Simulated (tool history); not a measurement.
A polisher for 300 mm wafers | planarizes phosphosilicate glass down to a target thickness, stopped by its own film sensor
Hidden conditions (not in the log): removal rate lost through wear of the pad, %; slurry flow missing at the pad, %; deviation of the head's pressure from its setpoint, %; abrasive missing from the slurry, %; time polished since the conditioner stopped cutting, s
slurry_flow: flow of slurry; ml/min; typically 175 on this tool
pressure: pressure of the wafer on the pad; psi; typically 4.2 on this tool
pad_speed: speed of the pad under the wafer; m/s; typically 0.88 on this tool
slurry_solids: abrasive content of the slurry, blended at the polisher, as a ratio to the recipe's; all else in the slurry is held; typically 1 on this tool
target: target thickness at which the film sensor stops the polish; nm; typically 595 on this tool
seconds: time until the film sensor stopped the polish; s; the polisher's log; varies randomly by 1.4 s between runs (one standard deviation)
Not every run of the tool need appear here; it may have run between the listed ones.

run	hour	slurry_flow	pressure	pad_speed	slurry_solids	target	wafers since the last listed run	wafers polished on this pad	hours since the slurry nozzle was cleaned	hours since the head pressure was calibrated	hours since the slurry blender was calibrated	hours since the conditioning disc was replaced	incoming thickness of the incoming film, nm	seconds
1	0	175	4.2	0.88	1.25	595	0	4610	212.4	394.3	311.7	481.1	1648.3	100.3
# hour 55.8: slurry blender recalibrated, repeated, since the last time left the tool worse
# hour 59.5: conditioning disc replaced and pad reconditioned
# hour 125.7: worn pad replaced by a new one
2	149.6	175	4.2	0.88	1.25	595	1808	305	362	543.9	93.8	90.1	1611	81.3
3	176	175	4.2	0.88	1.2	595	337	642	388.4	570.3	120.2	116.5	1625.5	86.4
# hour 199.2: head pressure recalibrated
4	228.8	175	4.2	0.88	1.2	595	648	1291	441.2	29.6	173	169.3	1625.7	86
5	283.6	175	4.2	0.88	1.2	595	700	1991	496	84.4	227.8	224.1	1625.3	87.4
6	315.8	175	4.2	0.88	1	595	411	2403	528.2	116.6	260	256.3	1644.9	98.8
7	381.2	175	4.2	0.88	1.2	595	835	3238	593.6	182	325.4	321.7	1630.1	90.2
8	421	175	4.2	0.88	1	595	508	3747	633.4	221.8	365.2	361.5	1630.3	101
# hour 450.2: slurry nozzle cleaned
# hour 451.9: slurry blender recalibrated
9	458.8	175	4.2	0.96	1.1	595	448	4195	8.6	259.6	6.9	399.3	1613.4	79.6
10	522.8	175	4.2	0.88	1	595	817	5013	72.6	323.6	70.9	463.3	1634.7	92.9
# hour 531.2: conditioning disc replaced and pad reconditioned
# hour 581.9: worn pad replaced by a new one
# hour 736: head pressure recalibrated
11	736.5	155	4.2	0.88	1	923	2627	1948	286.3	0.5	284.6	205.3	1623	65.9
12	781.9	175	3.4	1.1	0.85	595	579	2528	331.7	45.9	330	250.7	1639	113.9
13	820.3	175	4.7	1.16	1	462	490	3019	370.1	84.3	368.4	289.1	1630.6	79
14	850.5	225	5.1	1.08	0.9	595	385	3405	400.3	114.5	398.6	319.3	1675	77.3
# hour 859.6: slurry blender recalibrated
15	912.6	175	4.2	0.88	1	595	767	4173	462.4	176.6	53	381.4	1655.2	95.8
16	937.6	175	5.1	0.88	1	848	319	4492	487.4	201.6	78	406.4	1638.9	60
# hour 973.8: conditioning disc replaced and pad reconditioned
# hour 980.7: worn pad replaced by a new one
17	997.5	155	4.2	0.6	1.3	595	688	214	547.3	261.5	137.9	23.7	1634.3	114.4
18	1033	175	4.2	0.88	1	595	453	668	582.8	297	173.4	59.2	1665.8	99
# hour 1169.9: slurry nozzle cleaned
19	1231.3	175	4.2	0.68	1	595	2520	3188	61.4	495.3	371.7	257.5	1640.1	122.2
20	1285.8	175	4.2	0.88	1	595	696	3885	115.9	549.8	426.2	312	1656.3	102.5
# hour 1304.8: slurry blender recalibrated
21	1335.9	160	3.7	0.88	0.9	595	614	4499	166	599.9	31.1	362.1	1647.9	115.3
# hour 1371.3: head pressure recalibrated
22	1371.8	220	3.8	0.8	1	595	433	4932	201.9	0.5	67	398	1623	107.2
# hour 1387.2: conditioning disc replaced and pad reconditioned
23	1412.3	175	4.2	0.88	1	595	491	5424	242.4	41	107.5	25.1	1644.9	94.3
# hour 1446.5: worn pad replaced by a new one
24	1476.7	215	4.9	0.88	1.1	595	771	385	306.8	105.4	171.9	89.5	1631.9	74.9
25	1515.8	175	4.2	0.88	1	595	499	884	345.9	144.5	211	128.6	1646.6	98.3
26	1561.3	140	4.2	0.88	0.85	918	581	1466	391.4	190	256.5	174.1	1634.7	77.7

Consider 3 possible next runs. They are alternatives, not a sequence: every one starts from the tool as it was left by run 26. What does each give?
A	1561.8	175	4.2	0.88	1.1	595	6	1472	391.9	190.5	257	174.6	1634	?
B	1561.8	175	4.2	0.64	0.8	595	6	1472	391.9	190.5	257	174.6	1634	?
C	1561.8	210	3.6	1.08	1	595	6	1472	391.9	190.5	257	174.6	1634	?

run	seconds
A	92.9
B	147
C	94.9
With the hidden condition removed and each run's random variation left untouched, the same runs would have given:
run	seconds
A	90.2
B	141.7
C	92
